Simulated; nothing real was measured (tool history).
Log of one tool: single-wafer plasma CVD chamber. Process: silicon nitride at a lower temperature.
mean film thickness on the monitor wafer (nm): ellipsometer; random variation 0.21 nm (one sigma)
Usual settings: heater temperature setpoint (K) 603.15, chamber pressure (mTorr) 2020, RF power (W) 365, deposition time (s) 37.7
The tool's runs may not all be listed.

| run | hour | heater temperature setpoint (K) | chamber pressure (mTorr) | RF power (W) | deposition time (s) | wafers since the last listed run | hours since the last thermocouple change | hours since the last RF generator calibration | hours since the last manometer calibration | hours since the showerhead was replaced | hours since the gauge calibration | read-back reference wafer on the same gauge, thickness_nm | mean film thickness on the monitor wafer (nm) |
|---|---|---|---|---|---|---|---|---|---|---|---|---|---|
| 1 | 0.0 | 603.15 | 2020 | 365 | 37.7 | 0 | 1502.1 | 930.3 | 1337.7 | 3171.9 | 259.8 | 60.761 | 53.157 |
| 2 | 32.9 | 603.15 | 2020 | 365 | 37.7 | 403 | 1535.0 | 963.2 | 1370.6 | 3204.8 | 292.7 | 60.811 | 53.103 |
| 3 | 53.6 | 603.15 | 2020 | 365 | 37.7 | 253 | 1555.7 | 983.9 | 1391.3 | 3225.5 | 313.4 | 60.816 | 53.401 |
| 4 | 81.6 | 603.15 | 1840 | 365 | 37.7 | 343 | 1583.7 | 1011.9 | 1419.3 | 3253.5 | 341.4 | 60.820 | 51.882 |
| 5 | 117.2 | 603.15 | 1840 | 365 | 37.7 | 436 | 1619.3 | 1047.5 | 1454.9 | 3289.1 | 377.0 | 60.766 | 51.566 |
|  | 130.2 | showerhead replaced |
|  | 136.0 | RF generator calibrated |
|  | 151.9 | capacitance manometer re-zeroed and calibrated |
| 6 | 152.4 | 603.15 | 2020 | 365 | 37.7 | 164 | 1654.5 | 16.4 | 0.5 | 22.2 | 412.2 | 60.814 | 53.922 |
| 7 | 255.4 | 603.15 | 2020 | 365 | 37.7 | 1263 | 1757.5 | 119.4 | 103.5 | 125.2 | 515.2 | 60.841 | 53.937 |
| 8 | 268.9 | 603.15 | 2020 | 365 | 37.7 | 165 | 1771.0 | 132.9 | 117.0 | 138.7 | 528.7 | 60.799 | 54.391 |
| 9 | 295.3 | 603.15 | 2020 | 365 | 37.7 | 323 | 1797.4 | 159.3 | 143.4 | 165.1 | 555.1 | 60.629 | 53.684 |
| 10 | 322.4 | 603.15 | 2020 | 365 | 37.7 | 332 | 1824.5 | 186.4 | 170.5 | 192.2 | 582.2 | 60.754 | 54.290 |
| 11 | 352.7 | 603.15 | 2020 | 315 | 37.7 | 371 | 1854.8 | 216.7 | 200.8 | 222.5 | 612.5 | 60.676 | 49.425 |
| 12 | 386.2 | 608.15 | 1600 | 390 | 41.8 | 410 | 1888.3 | 250.2 | 234.3 | 256.0 | 646.0 | 60.790 | 58.905 |
|  | 404.6 | gauge calibrated |
| 13 | 427.5 | 592.15 | 2510 | 305 | 37.7 | 506 | 1929.6 | 291.5 | 275.6 | 297.3 | 22.9 | 60.827 | 50.849 |
| 14 | 440.2 | 603.15 | 2020 | 415 | 37.7 | 155 | 1942.3 | 304.2 | 288.3 | 310.0 | 35.6 | 60.849 | 58.210 |
|  | 459.9 | thermocouple changed; heater temperature recalibrated |
| 15 | 543.1 | 603.15 | 2020 | 365 | 37.7 | 1163 | 83.2 | 407.1 | 391.2 | 412.9 | 138.5 | 60.946 | 53.686 |
| 16 | 562.2 | 596.15 | 2330 | 365 | 40.6 | 234 | 102.3 | 426.2 | 410.3 | 432.0 | 157.6 | 60.782 | 59.726 |
| 17 | 585.2 | 603.15 | 2020 | 365 | 37.7 | 282 | 125.3 | 449.2 | 433.3 | 455.0 | 180.6 | 60.781 | 53.750 |
| 18 | 600.8 | 603.15 | 2020 | 365 | 37.7 | 191 | 140.9 | 464.8 | 448.9 | 470.6 | 196.2 | 60.864 | 53.808 |
| 19 | 619.7 | 603.15 | 2020 | 365 | 37.7 | 231 | 159.8 | 483.7 | 467.8 | 489.5 | 215.1 | 60.752 | 53.396 |
| 20 | 660.7 | 603.15 | 2020 | 345 | 37.7 | 502 | 200.8 | 524.7 | 508.8 | 530.5 | 256.1 | 60.842 | 51.850 |
| 21 | 673.8 | 603.15 | 2020 | 365 | 42.9 | 160 | 213.9 | 537.8 | 521.9 | 543.6 | 269.2 | 60.808 | 60.943 |
| 22 | 687.8 | 603.15 | 1780 | 425 | 37.7 | 171 | 227.9 | 551.8 | 535.9 | 557.6 | 283.2 | 60.798 | 57.047 |
| 23 | 703.0 | 592.15 | 2510 | 305 | 37.7 | 186 | 243.1 | 567.0 | 551.1 | 572.8 | 298.4 | 60.829 | 50.632 |
| 24 | 722.2 | 592.15 | 2020 | 435 | 37.7 | 235 | 262.3 | 586.2 | 570.3 | 592.0 | 317.6 | 60.721 | 59.761 |
| 25 | 748.7 | 603.15 | 1920 | 400 | 37.7 | 325 | 288.8 | 612.7 | 596.8 | 618.5 | 344.1 | 60.817 | 55.960 |
| 26 | 769.2 | 603.15 | 1760 | 365 | 33.9 | 251 | 309.3 | 633.2 | 617.3 | 639.0 | 364.6 | 60.806 | 46.960 |
| 27 | 804.3 | 611.15 | 2390 | 410 | 35.3 | 430 | 344.4 | 668.3 | 652.4 | 674.1 | 399.7 | 60.752 | 55.668 |
| 28 | 821.4 | 603.15 | 1870 | 365 | 37.7 | 209 | 361.5 | 685.4 | 669.5 | 691.2 | 416.8 | 60.768 | 52.543 |

Run 29 comes next. What will it give?
| 29 | 840.6 | 603.15 | 2020 | 365 | 37.7 | 235 | 380.7 | 704.6 | 688.7 | 710.4 | 436.0 | ? | ? |

read-back reference wafer on the same gauge, thickness_nm: 60.775
mean film thickness on the monitor wafer (nm): 53.502
Without the tool's hidden state the same run would have given mean film thickness on the monitor wafer (nm) 54.212.
